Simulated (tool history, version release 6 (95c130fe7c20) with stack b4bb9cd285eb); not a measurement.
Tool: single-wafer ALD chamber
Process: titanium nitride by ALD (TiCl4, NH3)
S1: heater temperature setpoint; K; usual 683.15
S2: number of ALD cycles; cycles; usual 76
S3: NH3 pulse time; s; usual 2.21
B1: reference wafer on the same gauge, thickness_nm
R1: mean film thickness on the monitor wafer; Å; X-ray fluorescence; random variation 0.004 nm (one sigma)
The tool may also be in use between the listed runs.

run   hour      S1  S2    S3     B1     R1
  1    0.0  683.15  76  2.73  1.759  15.96
  2   17.4  683.15  76  2.21  1.758  15.84
  3   25.7  683.15  76  2.21  1.759  15.77
  4   41.8  683.15  76  2.21  1.760  15.82
  5   50.9  694.15  76  2.21  1.758  15.88
  6   66.8  694.15  76  2.21  1.760  15.93
  7   74.3  683.15  76  1.86  1.761  15.64
  8   84.5  683.15  76  1.86  1.760  15.60
      92.6  -- showerhead replaced
  9   93.1  683.15  76  1.86  1.759  15.59
 10   99.9  690.15  76  2.21  1.760  15.81
 11  106.6  690.15  76  2.21  1.760  15.86
 12  114.6  690.15  76  2.21  1.761  15.88
 13  130.2  683.15  76  2.53  1.760  15.90
 14  145.1  683.15  76  2.53  1.760  15.96
 15  155.4  683.15  76  2.21  1.760  15.78
 16  170.5  683.15  76  2.21  1.759  15.79
 17  183.6  672.15  76  2.21  1.761  15.76
 18  201.5  675.15  86  2.90  1.761  18.13
     207.7  -- gauge calibrated
 19  215.5  674.15  76  2.85  1.760  15.98
 20  227.8  683.15  76  2.21  1.761  15.85
     249.0  -- thermocouple changed; heater temperature recalibrated
 21  249.5  668.15  76  1.48  1.761  14.98
 22  258.4  689.15  89  2.98  1.760  18.67
 23  270.7  697.15  83  2.94  1.761  17.48
 24  278.4  696.15  76  2.60  1.760  16.02
 25  288.5  689.15  76  2.21  1.761  15.87
 26  305.0  693.15  70  2.60  1.760  14.71
 27  320.8  683.15  76  1.99  1.759  15.75
 28  328.3  673.15  76  1.34  1.761  14.82
 29  344.3  671.15  62  2.89  1.760  12.99
 30  353.6  677.15  87  2.68  1.761  18.27
 31  367.4  683.15  76  2.21  1.759  15.82
 32  378.5  683.15  76  1.57  1.760  15.39
 33  384.5  674.15  65  2.51  1.760  13.59
 34  395.8  683.15  76  2.21  1.760  15.85
 35  404.2  683.15  76  2.21  1.761  15.86
 36  415.2  673.15  64  2.93  1.762  13.45
 37  431.5  694.15  76  2.21  1.762  15.83
 38  439.0  683.15  76  2.21  1.761  15.88
 39  454.7  695.15  62  3.03  1.761  13.11

5 ways to go on from here, each from the tool as it stands after run 39. What would each give?
  A  455.3  683.15  76  2.21   ?   ?
  B  455.3  693.15  76  2.21   ?   ?
  C  455.3  683.15  72  1.39   ?   ?
  D  455.3  683.15  76  1.96   ?   ?
  E  455.3  690.15  88  1.83   ?   ?

run     B1     R1
  A  1.760  15.78
  B  1.760  15.83
  C  1.760  14.31
  D  1.760  15.66
  E  1.760  18.12
Without the tool's hidden state the same runs would have given:
run     R1
  A  15.78
  B  15.83
  C  14.31
  D  15.66
  E  18.12
